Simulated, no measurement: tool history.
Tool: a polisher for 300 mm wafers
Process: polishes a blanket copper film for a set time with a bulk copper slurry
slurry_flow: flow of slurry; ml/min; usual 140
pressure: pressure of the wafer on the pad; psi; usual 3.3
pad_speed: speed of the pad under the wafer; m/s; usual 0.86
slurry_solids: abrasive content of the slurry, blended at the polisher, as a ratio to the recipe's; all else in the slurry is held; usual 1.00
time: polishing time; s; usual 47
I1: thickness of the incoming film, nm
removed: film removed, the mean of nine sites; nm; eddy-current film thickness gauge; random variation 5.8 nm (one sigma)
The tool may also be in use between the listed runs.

run 1 hour=0.0 | slurry_flow=140 pressure=3.3 pad_speed=0.86 slurry_solids=1.00 time=47 | I1=1809.3 | removed=423.0
-- hour=10.5 slurry nozzle cleaned
run 2 hour=21.2 | slurry_flow=155 pressure=3.3 pad_speed=0.86 slurry_solids=1.00 time=47 | I1=1826.8 | removed=441.2
run 3 hour=40.2 | slurry_flow=140 pressure=3.3 pad_speed=0.86 slurry_solids=1.00 time=51 | I1=1806.1 | removed=466.0
run 4 hour=64.0 | slurry_flow=140 pressure=3.3 pad_speed=0.86 slurry_solids=1.00 time=51 | I1=1771.2 | removed=459.7
run 5 hour=84.8 | slurry_flow=140 pressure=3.3 pad_speed=0.86 slurry_solids=1.00 time=51 | I1=1775.1 | removed=448.3
-- hour=101.8 worn pad replaced by a new one
run 6 hour=110.4 | slurry_flow=140 pressure=3.8 pad_speed=0.86 slurry_solids=1.00 time=47 | I1=1829.1 | removed=480.2
run 7 hour=131.4 | slurry_flow=140 pressure=3.8 pad_speed=0.86 slurry_solids=1.00 time=47 | I1=1783.4 | removed=469.4
run 8 hour=149.9 | slurry_flow=140 pressure=3.8 pad_speed=0.86 slurry_solids=1.00 time=47 | I1=1797.2 | removed=471.2
run 9 hour=171.4 | slurry_flow=140 pressure=4.1 pad_speed=0.86 slurry_solids=1.00 time=47 | I1=1788.4 | removed=520.0
run 10 hour=189.0 | slurry_flow=130 pressure=3.3 pad_speed=0.86 slurry_solids=1.00 time=47 | I1=1795.9 | removed=396.7
-- hour=204.7 worn pad replaced by a new one
run 11 hour=212.0 | slurry_flow=130 pressure=3.3 pad_speed=0.86 slurry_solids=1.00 time=47 | I1=1797.9 | removed=395.1
run 12 hour=245.6 | slurry_flow=180 pressure=3.3 pad_speed=1.08 slurry_solids=1.00 time=47 | I1=1826.4 | removed=502.6
run 13 hour=261.8 | slurry_flow=95 pressure=2.9 pad_speed=0.86 slurry_solids=1.00 time=47 | I1=1820.1 | removed=307.5
run 14 hour=275.8 | slurry_flow=140 pressure=3.3 pad_speed=0.86 slurry_solids=1.00 time=47 | I1=1814.0 | removed=390.5
run 15 hour=296.0 | slurry_flow=140 pressure=3.3 pad_speed=0.86 slurry_solids=1.00 time=47 | I1=1816.7 | removed=394.4
-- hour=306.3 slurry nozzle cleaned
-- hour=310.3 head pressure recalibrated
run 16 hour=314.9 | slurry_flow=140 pressure=3.3 pad_speed=0.86 slurry_solids=0.70 time=47 | I1=1790.6 | removed=412.7
-- hour=329.6 worn pad replaced by a new one
run 17 hour=332.9 | slurry_flow=140 pressure=3.3 pad_speed=1.12 slurry_solids=1.00 time=47 | I1=1792.7 | removed=546.2

Run 18 comes next. What will it give?
-- hour=350.8 slurry blender recalibrated
run 18 hour=363.3 | slurry_flow=140 pressure=3.3 pad_speed=0.86 slurry_solids=1.25 time=36 | I1=1802.8 | removed=?

removed: 387.2 nm
Without the tool's hidden state the same run would have given removed 383.6 nm.

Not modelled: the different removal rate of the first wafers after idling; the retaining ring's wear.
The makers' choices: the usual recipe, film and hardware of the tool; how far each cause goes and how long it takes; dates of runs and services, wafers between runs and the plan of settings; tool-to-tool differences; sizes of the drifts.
